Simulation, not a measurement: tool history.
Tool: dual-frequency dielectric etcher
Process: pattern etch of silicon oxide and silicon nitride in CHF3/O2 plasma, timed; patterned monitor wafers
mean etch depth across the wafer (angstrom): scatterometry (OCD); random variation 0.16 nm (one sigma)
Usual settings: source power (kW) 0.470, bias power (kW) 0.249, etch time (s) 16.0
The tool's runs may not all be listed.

| run | hour | source power (kW) | bias power (kW) | etch time (s) | wafers since the last listed run | hours since the last wet clean | hours since the last source power generator calibration | hours since the last bias power generator calibration | hours since the last upper electrode change | hours since the gauge calibration | read-back reference wafer on the same gauge, depth_nm | mean etch depth across the wafer (angstrom) |
|---|---|---|---|---|---|---|---|---|---|---|---|---|
| 1 | 0.0 | 0.540 | 0.249 | 16.0 | 0 | 60.2 | 2375.1 | 3165.7 | 3379.7 | 46.8 | 26.46 | 265.8 |
| 2 | 71.6 | 0.470 | 0.249 | 13.0 | 1125 | 131.8 | 2446.7 | 3237.3 | 3451.3 | 118.4 | 26.46 | 208.9 |
| 3 | 295.4 | 0.470 | 0.249 | 16.0 | 3516 | 355.6 | 2670.5 | 3461.1 | 3675.1 | 342.2 | 26.54 | 255.9 |
| 4 | 340.6 | 0.470 | 0.249 | 16.0 | 710 | 400.8 | 2715.7 | 3506.3 | 3720.3 | 387.4 | 26.53 | 258.3 |
| 5 | 395.1 | 0.470 | 0.249 | 16.0 | 856 | 455.3 | 2770.2 | 3560.8 | 3774.8 | 441.9 | 26.58 | 255.7 |
|  | 447.9 | wet clean of the chamber |
| 6 | 494.9 | 0.390 | 0.249 | 16.0 | 1191 | 47.0 | 2870.0 | 3660.6 | 3874.6 | 541.7 | 26.57 | 245.8 |
| 7 | 550.5 | 0.470 | 0.249 | 16.0 | 873 | 102.6 | 2925.6 | 3716.2 | 3930.2 | 597.3 | 26.67 | 257.0 |
|  | 613.5 | upper electrode replaced |
|  | 640.0 | source power generator calibrated |
| 8 | 640.5 | 0.470 | 0.249 | 16.0 | 974 | 192.6 | 0.5 | 3806.2 | 27.0 | 687.3 | 26.77 | 260.9 |
| 9 | 681.6 | 0.430 | 0.249 | 13.5 | 645 | 233.7 | 41.6 | 3847.3 | 68.1 | 728.4 | 26.79 | 214.1 |
| 10 | 747.2 | 0.580 | 0.298 | 18.5 | 1030 | 299.3 | 107.2 | 3912.9 | 133.7 | 794.0 | 26.88 | 333.9 |
|  | 799.9 | bias power generator calibrated |
| 11 | 843.3 | 0.470 | 0.249 | 14.5 | 1447 | 395.4 | 203.3 | 43.4 | 229.8 | 890.1 | 26.96 | 234.9 |
|  | 902.1 | wet clean of the chamber |
|  | 921.1 | gauge calibrated |
| 12 | 928.4 | 0.470 | 0.195 | 16.0 | 960 | 26.3 | 288.4 | 128.5 | 314.9 | 7.3 | 26.30 | 240.4 |
| 13 | 977.4 | 0.470 | 0.219 | 12.0 | 770 | 75.3 | 337.4 | 177.5 | 363.9 | 56.3 | 26.27 | 186.5 |
| 14 | 1015.9 | 0.470 | 0.195 | 16.0 | 605 | 113.8 | 375.9 | 216.0 | 402.4 | 94.8 | 26.26 | 243.9 |
| 15 | 1123.5 | 0.470 | 0.249 | 16.0 | 1690 | 221.4 | 483.5 | 323.6 | 510.0 | 202.4 | 26.33 | 255.6 |
| 16 | 1184.8 | 0.420 | 0.198 | 16.0 | 963 | 282.7 | 544.8 | 384.9 | 571.3 | 263.7 | 26.33 | 237.0 |
| 17 | 1259.8 | 0.440 | 0.308 | 16.0 | 1178 | 357.7 | 619.8 | 459.9 | 646.3 | 338.7 | 26.38 | 263.6 |

Forecast each of these 4 alternatives for the next run:
| A | 1260.2 | 0.470 | 0.281 | 16.0 | 6 | 358.1 | 620.2 | 460.3 | 646.7 | 339.1 | ? | ? |
| B | 1260.2 | 0.380 | 0.295 | 20.5 | 6 | 358.1 | 620.2 | 460.3 | 646.7 | 339.1 | ? | ? |
| C | 1260.2 | 0.470 | 0.215 | 16.0 | 6 | 358.1 | 620.2 | 460.3 | 646.7 | 339.1 | ? | ? |
| D | 1260.2 | 0.470 | 0.188 | 17.5 | 6 | 358.1 | 620.2 | 460.3 | 646.7 | 339.1 | ? | ? |

| run | read-back reference wafer on the same gauge, depth_nm | mean etch depth across the wafer (angstrom) |
|---|---|---|
| A | 26.37 | 262.5 |
| B | 26.37 | 321.3 |
| C | 26.37 | 247.9 |
| D | 26.37 | 264.3 |
Without the tool's hidden state the same runs would have given:
| run | mean etch depth across the wafer (angstrom) |
|---|---|
| A | 261.9 |
| B | 320.6 |
| C | 247.3 |
| D | 263.7 |
